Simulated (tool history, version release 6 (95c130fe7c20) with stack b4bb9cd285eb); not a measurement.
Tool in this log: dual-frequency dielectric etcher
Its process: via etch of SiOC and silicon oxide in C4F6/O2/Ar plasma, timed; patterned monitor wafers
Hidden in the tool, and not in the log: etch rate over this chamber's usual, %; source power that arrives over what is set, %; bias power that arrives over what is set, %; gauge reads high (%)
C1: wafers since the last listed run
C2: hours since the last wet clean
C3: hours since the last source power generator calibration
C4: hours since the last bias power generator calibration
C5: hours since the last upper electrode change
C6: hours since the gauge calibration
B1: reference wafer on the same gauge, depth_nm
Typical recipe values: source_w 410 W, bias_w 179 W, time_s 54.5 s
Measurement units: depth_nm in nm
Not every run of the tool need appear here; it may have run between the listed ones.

{"run": 1, "day": 0.0, "source_w": 410, "bias_w": 179, "time_s": 54.5, "C1": 0, "C2": 379.6, "C3": 3782.2, "C4": 705.9, "C5": 2914.8, "C6": 2845.4, "B1": 68.1, "depth_nm": 60.9}
{"run": 2, "day": 1.783, "source_w": 410, "bias_w": 158, "time_s": 54.5, "C1": 500, "C2": 422.4, "C3": 3825, "C4": 748.7, "C5": 2957.6, "C6": 2888.2, "B1": 68.1, "depth_nm": 56.8}
{"day": 5.125, "done": "wet clean of the chamber"}
{"run": 3, "day": 5.721, "source_w": 410, "bias_w": 158, "time_s": 54.5, "C1": 824, "C2": 14.3, "C3": 3919.5, "C4": 843.2, "C5": 3052.1, "C6": 2982.7, "B1": 68.2, "depth_nm": 56.7}
{"run": 4, "day": 7.304, "source_w": 410, "bias_w": 158, "time_s": 54.5, "C1": 444, "C2": 52.3, "C3": 3957.5, "C4": 881.2, "C5": 3090.1, "C6": 3020.7, "B1": 68.1, "depth_nm": 57}
{"day": 9.467, "done": "source power generator calibrated"}
{"run": 5, "day": 10.458, "source_w": 410, "bias_w": 179, "time_s": 54.5, "C1": 838, "C2": 128, "C3": 23.8, "C4": 956.9, "C5": 3165.8, "C6": 3096.4, "B1": 68.1, "depth_nm": 60.6}
{"run": 6, "day": 14.821, "source_w": 410, "bias_w": 179, "time_s": 54.5, "C1": 1224, "C2": 232.7, "C3": 128.5, "C4": 1061.6, "C5": 3270.5, "C6": 3201.1, "B1": 68.1, "depth_nm": 60.6}
{"run": 7, "day": 18.658, "source_w": 410, "bias_w": 179, "time_s": 54.5, "C1": 1076, "C2": 324.8, "C3": 220.6, "C4": 1153.7, "C5": 3362.6, "C6": 3293.2, "B1": 68.1, "depth_nm": 61}
{"run": 8, "day": 21.254, "source_w": 410, "bias_w": 179, "time_s": 54.5, "C1": 728, "C2": 387.1, "C3": 282.9, "C4": 1216, "C5": 3424.9, "C6": 3355.5, "B1": 68.1, "depth_nm": 60.8}
{"day": 22.954, "done": "gauge calibrated"}
{"day": 24.592, "done": "wet clean of the chamber"}
{"run": 9, "day": 24.671, "source_w": 410, "bias_w": 179, "time_s": 60, "C1": 678, "C2": 1.9, "C3": 364.9, "C4": 1298, "C5": 3506.9, "C6": 41.2, "B1": 68.1, "depth_nm": 67.2}
{"run": 10, "day": 28.683, "source_w": 410, "bias_w": 179, "time_s": 60, "C1": 1126, "C2": 98.2, "C3": 461.2, "C4": 1394.3, "C5": 3603.2, "C6": 137.5, "B1": 68.1, "depth_nm": 66.7}
{"run": 11, "day": 32.362, "source_w": 410, "bias_w": 179, "time_s": 54.5, "C1": 1032, "C2": 186.5, "C3": 549.5, "C4": 1482.6, "C5": 3691.5, "C6": 225.8, "B1": 68.1, "depth_nm": 61}
{"day": 35.317, "done": "bias power generator calibrated"}
{"run": 12, "day": 35.392, "source_w": 410, "bias_w": 179, "time_s": 54.5, "C1": 803, "C2": 259.2, "C3": 622.2, "C4": 1.8, "C5": 3764.2, "C6": 298.5, "B1": 68.1, "depth_nm": 60.4}
{"run": 13, "day": 39.408, "source_w": 410, "bias_w": 155, "time_s": 54.5, "C1": 1127, "C2": 355.6, "C3": 718.6, "C4": 98.2, "C5": 3860.6, "C6": 394.9, "B1": 68.1, "depth_nm": 56.2}
{"run": 14, "day": 41.954, "source_w": 330, "bias_w": 179, "time_s": 66.5, "C1": 714, "C2": 416.7, "C3": 779.7, "C4": 159.3, "C5": 3921.7, "C6": 456, "B1": 68.1, "depth_nm": 70.2}
{"run": 15, "day": 44.133, "source_w": 410, "bias_w": 179, "time_s": 54.5, "C1": 611, "C2": 469, "C3": 832, "C4": 211.6, "C5": 3974, "C6": 508.3, "B1": 68.1, "depth_nm": 60.6}
{"day": 46.8, "done": "wet clean of the chamber"}
{"run": 16, "day": 46.821, "source_w": 330, "bias_w": 164, "time_s": 44, "C1": 473, "C2": 0.5, "C3": 896.5, "C4": 276.1, "C5": 4038.5, "C6": 572.8, "B1": 68.1, "depth_nm": 44.4}
{"run": 17, "day": 49.25, "source_w": 450, "bias_w": 215, "time_s": 39.5, "C1": 681, "C2": 58.8, "C3": 954.8, "C4": 334.4, "C5": 4096.8, "C6": 631.1, "B1": 68.1, "depth_nm": 49.5}
{"day": 51.438, "done": "upper electrode replaced"}
{"run": 18, "day": 52.783, "source_w": 410, "bias_w": 179, "time_s": 54.5, "C1": 710, "C2": 143.6, "C3": 1039.6, "C4": 419.2, "C5": 32.3, "C6": 715.9, "B1": 68.1, "depth_nm": 60.9}
{"run": 19, "day": 54.854, "source_w": 410, "bias_w": 179, "time_s": 54.5, "C1": 581, "C2": 193.3, "C3": 1089.3, "C4": 468.9, "C5": 82, "C6": 765.6, "B1": 68.1, "depth_nm": 60.4}
{"run": 20, "day": 57.679, "source_w": 360, "bias_w": 204, "time_s": 43, "C1": 792, "C2": 261.1, "C3": 1157.1, "C4": 536.7, "C5": 149.8, "C6": 833.4, "B1": 68.1, "depth_nm": 49.3}
{"run": 21, "day": 61.512, "source_w": 470, "bias_w": 192, "time_s": 46, "C1": 1075, "C2": 353.1, "C3": 1249.1, "C4": 628.7, "C5": 241.8, "C6": 925.4, "B1": 68.1, "depth_nm": 54.6}
{"run": 22, "day": 63.696, "source_w": 350, "bias_w": 160, "time_s": 46, "C1": 612, "C2": 405.5, "C3": 1301.5, "C4": 681.1, "C5": 294.2, "C6": 977.8, "B1": 68.1, "depth_nm": 46.2}
{"run": 23, "day": 67.683, "source_w": 440, "bias_w": 208, "time_s": 48, "C1": 1119, "C2": 501.2, "C3": 1397.2, "C4": 776.8, "C5": 389.9, "C6": 1073.5, "B1": 68.1, "depth_nm": 58.8}
{"day": 69.829, "done": "wet clean of the chamber"}
{"run": 24, "day": 71.883, "source_w": 440, "bias_w": 179, "time_s": 54.5, "C1": 898, "C2": 49.3, "C3": 1498, "C4": 877.6, "C5": 490.7, "C6": 1174.3, "B1": 68.1, "depth_nm": 61.7}
{"run": 25, "day": 73.675, "source_w": 410, "bias_w": 179, "time_s": 54.5, "C1": 502, "C2": 92.3, "C3": 1541, "C4": 920.6, "C5": 533.7, "C6": 1217.3, "B1": 68.1, "depth_nm": 60.7}
{"run": 26, "day": 77.458, "source_w": 410, "bias_w": 179, "time_s": 54.5, "C1": 1061, "C2": 183.1, "C3": 1631.8, "C4": 1011.4, "C5": 624.5, "C6": 1308.1, "B1": 68.1, "depth_nm": 60.4}
{"run": 27, "day": 80.221, "source_w": 410, "bias_w": 179, "time_s": 54.5, "C1": 775, "C2": 249.4, "C3": 1698.1, "C4": 1077.7, "C5": 690.8, "C6": 1374.4, "B1": 68.1, "depth_nm": 60.8}
{"run": 28, "day": 81.829, "source_w": 330, "bias_w": 211, "time_s": 61.5, "C1": 451, "C2": 288, "C3": 1736.7, "C4": 1116.3, "C5": 729.4, "C6": 1413, "B1": 68.1, "depth_nm": 70.2}
{"run": 29, "day": 83.55, "source_w": 410, "bias_w": 179, "time_s": 43.5, "C1": 482, "C2": 329.3, "C3": 1778, "C4": 1157.6, "C5": 770.7, "C6": 1454.3, "B1": 68.1, "depth_nm": 48.5}
{"run": 30, "day": 85.212, "source_w": 410, "bias_w": 179, "time_s": 67.5, "C1": 466, "C2": 369.2, "C3": 1817.9, "C4": 1197.5, "C5": 810.6, "C6": 1494.2, "B1": 68.1, "depth_nm": 75.2}

The tool's hidden state at each run:
etch rate over this chamber's usual, %: 0 across all the runs
source power that arrives over what is set, %: 0 across all the runs
bias power that arrives over what is set, %: 0 across all the runs
gauge reads high (%): 0 across all the runs

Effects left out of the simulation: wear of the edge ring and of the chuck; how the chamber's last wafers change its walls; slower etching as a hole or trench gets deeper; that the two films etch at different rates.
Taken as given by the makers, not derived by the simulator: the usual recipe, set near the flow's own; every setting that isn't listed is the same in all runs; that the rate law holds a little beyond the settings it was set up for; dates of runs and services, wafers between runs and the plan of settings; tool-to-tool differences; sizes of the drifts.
